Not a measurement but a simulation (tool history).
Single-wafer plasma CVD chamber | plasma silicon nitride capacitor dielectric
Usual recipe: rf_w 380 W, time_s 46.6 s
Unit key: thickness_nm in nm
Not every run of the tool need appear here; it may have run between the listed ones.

run,hour,rf_w,time_s,"read-back reference wafer on the same gauge, thickness_nm",thickness_nm
1,0,410,52.5,67.123,70.696
2,39.1,410,52.5,67.188,70.78
3,94.7,410,52.5,67.143,69.941
# hour 133.2: gauge calibrated
4,160.8,395,48.5,67.14,64.554
5,226.9,380,46.6,67.019,60.341
6,253,380,44.6,67.087,58.2
7,280,380,44.6,67.207,58.121
8,340.1,380,44.6,67.103,58.175
9,410.6,355,49.2,67.096,63.128
10,448.1,380,51.6,67.116,67.219
11,495.6,380,51.6,66.938,66.744
12,543.1,380,46.6,67.095,59.972
# hour 574.3: showerhead replaced
13,711.8,405,43.5,67.094,57.21
14,753.6,380,46.6,67.102,59.451
15,781.6,315,46.6,67.06,55.593
# hour 790.4: gauge calibrated
16,815.6,345,44.1,67.208,54.553
# hour 903.3: RF generator calibrated
17,963.1,440,39.5,67.16,54.998
18,1022.8,420,38.9,67.008,53.476
19,1064.9,380,46.6,67.082,61.126
20,1126.4,380,38.4,67.113,50.589
21,1161,380,50.2,67.254,65.57
22,1222,335,40.7,67.115,50.957

Branching from run 22: 4 alternative next runs. What would each branch give?
A,1222.4,445,46.6,?,?
B,1222.4,320,40.7,?,?
C,1222.4,445,42.2,?,?
D,1222.4,420,53.6,?,?

run,"read-back reference wafer on the same gauge, thickness_nm",thickness_nm
A,67.067,63.837
B,67.067,49.853
C,67.067,57.81
D,67.067,72.024
Take away the tool's hidden state, keep each run's random variation, and the runs would have read:
run,thickness_nm
A,64.634
B,50.475
C,58.531
D,72.923
